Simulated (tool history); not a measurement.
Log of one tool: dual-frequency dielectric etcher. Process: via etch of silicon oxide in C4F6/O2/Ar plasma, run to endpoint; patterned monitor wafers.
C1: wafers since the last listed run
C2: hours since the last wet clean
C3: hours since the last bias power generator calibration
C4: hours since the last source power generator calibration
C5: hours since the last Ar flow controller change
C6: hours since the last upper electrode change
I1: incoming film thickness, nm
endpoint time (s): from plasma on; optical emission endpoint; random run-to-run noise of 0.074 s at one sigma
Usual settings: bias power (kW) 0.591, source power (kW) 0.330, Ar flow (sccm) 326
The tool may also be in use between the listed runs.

{"run": 1, "hour": 0.0, "bias power (kW)": 0.591, "source power (kW)": 0.33, "Ar flow (sccm)": 326, "C1": 0, "C2": 348.0, "C3": 1740.1, "C4": 33.6, "C5": 1071.7, "C6": 3879.6, "I1": 93.5, "endpoint time (s)": 19.5}
{"run": 2, "hour": 35.8, "bias power (kW)": 0.591, "source power (kW)": 0.33, "Ar flow (sccm)": 326, "C1": 556, "C2": 383.8, "C3": 1775.9, "C4": 69.4, "C5": 1107.5, "C6": 3915.4, "I1": 94.2, "endpoint time (s)": 19.5}
{"hour": 63.4, "done": "wet clean of the chamber"}
{"run": 3, "hour": 79.8, "bias power (kW)": 0.591, "source power (kW)": 0.33, "Ar flow (sccm)": 326, "C1": 310, "C2": 16.4, "C3": 1819.9, "C4": 113.4, "C5": 1151.5, "C6": 3959.4, "I1": 94.1, "endpoint time (s)": 20.5}
{"run": 4, "hour": 151.6, "bias power (kW)": 0.591, "source power (kW)": 0.33, "Ar flow (sccm)": 326, "C1": 1115, "C2": 88.2, "C3": 1891.7, "C4": 185.2, "C5": 1223.3, "C6": 4031.2, "I1": 93.9, "endpoint time (s)": 20.2}
{"run": 5, "hour": 185.0, "bias power (kW)": 0.591, "source power (kW)": 0.33, "Ar flow (sccm)": 326, "C1": 518, "C2": 121.6, "C3": 1925.1, "C4": 218.6, "C5": 1256.7, "C6": 4064.6, "I1": 93.4, "endpoint time (s)": 20.0}
{"run": 6, "hour": 219.8, "bias power (kW)": 0.591, "source power (kW)": 0.33, "Ar flow (sccm)": 326, "C1": 540, "C2": 156.4, "C3": 1959.9, "C4": 253.4, "C5": 1291.5, "C6": 4099.4, "I1": 94.4, "endpoint time (s)": 20.0}
{"run": 7, "hour": 279.0, "bias power (kW)": 0.468, "source power (kW)": 0.33, "Ar flow (sccm)": 370, "C1": 919, "C2": 215.6, "C3": 2019.1, "C4": 312.6, "C5": 1350.7, "C6": 4158.6, "I1": 93.9, "endpoint time (s)": 21.8}
{"run": 8, "hour": 313.4, "bias power (kW)": 0.513, "source power (kW)": 0.33, "Ar flow (sccm)": 326, "C1": 534, "C2": 250.0, "C3": 2053.5, "C4": 347.0, "C5": 1385.1, "C6": 4193.0, "I1": 94.0, "endpoint time (s)": 20.9}
{"run": 9, "hour": 383.2, "bias power (kW)": 0.66, "source power (kW)": 0.33, "Ar flow (sccm)": 326, "C1": 1084, "C2": 319.8, "C3": 2123.3, "C4": 416.8, "C5": 1454.9, "C6": 4262.8, "I1": 94.0, "endpoint time (s)": 18.9}
{"hour": 437.3, "done": "upper electrode replaced"}
{"run": 10, "hour": 437.8, "bias power (kW)": 0.727, "source power (kW)": 0.28, "Ar flow (sccm)": 326, "C1": 475, "C2": 374.4, "C3": 2177.9, "C4": 471.4, "C5": 1509.5, "C6": 0.5, "I1": 93.4, "endpoint time (s)": 19.1}
{"run": 11, "hour": 491.1, "bias power (kW)": 0.591, "source power (kW)": 0.33, "Ar flow (sccm)": 326, "C1": 828, "C2": 427.7, "C3": 2231.2, "C4": 524.7, "C5": 1562.8, "C6": 53.8, "I1": 93.6, "endpoint time (s)": 19.5}
{"hour": 551.5, "done": "wet clean of the chamber"}
{"run": 12, "hour": 552.0, "bias power (kW)": 0.591, "source power (kW)": 0.29, "Ar flow (sccm)": 326, "C1": 573, "C2": 0.5, "C3": 2292.1, "C4": 585.6, "C5": 1623.7, "C6": 114.7, "I1": 93.5, "endpoint time (s)": 21.1}
{"run": 13, "hour": 574.0, "bias power (kW)": 0.591, "source power (kW)": 0.36, "Ar flow (sccm)": 304, "C1": 341, "C2": 22.5, "C3": 2314.1, "C4": 607.6, "C5": 1645.7, "C6": 136.7, "I1": 94.4, "endpoint time (s)": 19.6}
{"run": 14, "hour": 618.0, "bias power (kW)": 0.591, "source power (kW)": 0.33, "Ar flow (sccm)": 326, "C1": 683, "C2": 66.5, "C3": 2358.1, "C4": 651.6, "C5": 1689.7, "C6": 180.7, "I1": 94.5, "endpoint time (s)": 20.4}
{"run": 15, "hour": 651.5, "bias power (kW)": 0.591, "source power (kW)": 0.28, "Ar flow (sccm)": 326, "C1": 520, "C2": 100.0, "C3": 2391.6, "C4": 685.1, "C5": 1723.2, "C6": 214.2, "I1": 94.2, "endpoint time (s)": 21.4}
{"run": 16, "hour": 689.1, "bias power (kW)": 0.591, "source power (kW)": 0.39, "Ar flow (sccm)": 326, "C1": 584, "C2": 137.6, "C3": 2429.2, "C4": 722.7, "C5": 1760.8, "C6": 251.8, "I1": 93.6, "endpoint time (s)": 18.9}
{"run": 17, "hour": 716.0, "bias power (kW)": 0.532, "source power (kW)": 0.37, "Ar flow (sccm)": 326, "C1": 417, "C2": 164.5, "C3": 2456.1, "C4": 749.6, "C5": 1787.7, "C6": 278.7, "I1": 92.6, "endpoint time (s)": 19.7}
{"hour": 733.4, "done": "bias power generator calibrated"}
{"run": 18, "hour": 779.6, "bias power (kW)": 0.65, "source power (kW)": 0.27, "Ar flow (sccm)": 326, "C1": 925, "C2": 228.1, "C3": 46.2, "C4": 813.2, "C5": 1851.3, "C6": 342.3, "I1": 94.8, "endpoint time (s)": 20.4}
{"hour": 789.4, "done": "Ar flow controller replaced"}
{"run": 19, "hour": 840.3, "bias power (kW)": 0.591, "source power (kW)": 0.26, "Ar flow (sccm)": 262, "C1": 849, "C2": 288.8, "C3": 106.9, "C4": 873.9, "C5": 50.9, "C6": 403.0, "I1": 95.1, "endpoint time (s)": 20.8}
{"run": 20, "hour": 890.3, "bias power (kW)": 0.591, "source power (kW)": 0.28, "Ar flow (sccm)": 366, "C1": 776, "C2": 338.8, "C3": 156.9, "C4": 923.9, "C5": 100.9, "C6": 453.0, "I1": 93.5, "endpoint time (s)": 20.5}
{"run": 21, "hour": 947.8, "bias power (kW)": 0.591, "source power (kW)": 0.26, "Ar flow (sccm)": 246, "C1": 893, "C2": 396.3, "C3": 214.4, "C4": 981.4, "C5": 158.4, "C6": 510.5, "I1": 93.5, "endpoint time (s)": 20.2}
{"hour": 991.3, "done": "wet clean of the chamber"}
{"run": 22, "hour": 1018.7, "bias power (kW)": 0.674, "source power (kW)": 0.33, "Ar flow (sccm)": 286, "C1": 728, "C2": 27.4, "C3": 285.3, "C4": 1052.3, "C5": 229.3, "C6": 581.4, "I1": 93.4, "endpoint time (s)": 18.4}
{"run": 23, "hour": 1084.4, "bias power (kW)": 0.495, "source power (kW)": 0.33, "Ar flow (sccm)": 398, "C1": 1020, "C2": 93.1, "C3": 351.0, "C4": 1118.0, "C5": 295.0, "C6": 647.1, "I1": 94.2, "endpoint time (s)": 21.4}
{"run": 24, "hour": 1118.7, "bias power (kW)": 0.525, "source power (kW)": 0.37, "Ar flow (sccm)": 259, "C1": 532, "C2": 127.4, "C3": 385.3, "C4": 1152.3, "C5": 329.3, "C6": 681.4, "I1": 94.5, "endpoint time (s)": 19.3}
{"run": 25, "hour": 1186.5, "bias power (kW)": 0.591, "source power (kW)": 0.33, "Ar flow (sccm)": 326, "C1": 1053, "C2": 195.2, "C3": 453.1, "C4": 1220.1, "C5": 397.1, "C6": 749.2, "I1": 93.8, "endpoint time (s)": 19.3}
{"run": 26, "hour": 1320.4, "bias power (kW)": 0.591, "source power (kW)": 0.33, "Ar flow (sccm)": 326, "C1": 2080, "C2": 329.1, "C3": 587.0, "C4": 1354.0, "C5": 531.0, "C6": 883.1, "I1": 93.9, "endpoint time (s)": 19.2}
{"run": 27, "hour": 1361.6, "bias power (kW)": 0.725, "source power (kW)": 0.36, "Ar flow (sccm)": 397, "C1": 640, "C2": 370.3, "C3": 628.2, "C4": 1395.2, "C5": 572.2, "C6": 924.3, "I1": 94.2, "endpoint time (s)": 17.5}
{"hour": 1427.7, "done": "wet clean of the chamber"}
{"run": 28, "hour": 1430.3, "bias power (kW)": 0.591, "source power (kW)": 0.33, "Ar flow (sccm)": 326, "C1": 694, "C2": 2.6, "C3": 696.9, "C4": 1463.9, "C5": 640.9, "C6": 993.0, "I1": 93.4, "endpoint time (s)": 19.6}
{"run": 29, "hour": 1470.8, "bias power (kW)": 0.466, "source power (kW)": 0.38, "Ar flow (sccm)": 378, "C1": 629, "C2": 43.1, "C3": 737.4, "C4": 1504.4, "C5": 681.4, "C6": 1033.5, "I1": 93.7, "endpoint time (s)": 20.9}

Each row is a separate what-if for the run after 29, all from the same tool condition, not one after another. Results?
{"run": "A", "hour": 1471.2, "bias power (kW)": 0.591, "source power (kW)": 0.4, "Ar flow (sccm)": 326, "C1": 6, "C2": 43.5, "C3": 737.8, "C4": 1504.8, "C5": 681.8, "C6": 1033.9, "I1": 94.1, "endpoint time (s)": "?"}
{"run": "B", "hour": 1471.2, "bias power (kW)": 0.507, "source power (kW)": 0.29, "Ar flow (sccm)": 288, "C1": 6, "C2": 43.5, "C3": 737.8, "C4": 1504.8, "C5": 681.8, "C6": 1033.9, "I1": 94.1, "endpoint time (s)": "?"}
{"run": "C", "hour": 1471.2, "bias power (kW)": 0.551, "source power (kW)": 0.41, "Ar flow (sccm)": 300, "C1": 6, "C2": 43.5, "C3": 737.8, "C4": 1504.8, "C5": 681.8, "C6": 1033.9, "I1": 94.1, "endpoint time (s)": "?"}
{"run": "D", "hour": 1471.2, "bias power (kW)": 0.547, "source power (kW)": 0.4, "Ar flow (sccm)": 350, "C1": 6, "C2": 43.5, "C3": 737.8, "C4": 1504.8, "C5": 681.8, "C6": 1033.9, "I1": 94.1, "endpoint time (s)": "?"}

run=A endpoint_time_(s)=18.7
run=B endpoint_time_(s)=21.8
run=C endpoint_time_(s)=18.8
run=D endpoint_time_(s)=19.3
With no hidden state in the tool, these same runs would have given:
run=A endpoint_time_(s)=18.7
run=B endpoint_time_(s)=21.8
run=C endpoint_time_(s)=18.9
run=D endpoint_time_(s)=19.4

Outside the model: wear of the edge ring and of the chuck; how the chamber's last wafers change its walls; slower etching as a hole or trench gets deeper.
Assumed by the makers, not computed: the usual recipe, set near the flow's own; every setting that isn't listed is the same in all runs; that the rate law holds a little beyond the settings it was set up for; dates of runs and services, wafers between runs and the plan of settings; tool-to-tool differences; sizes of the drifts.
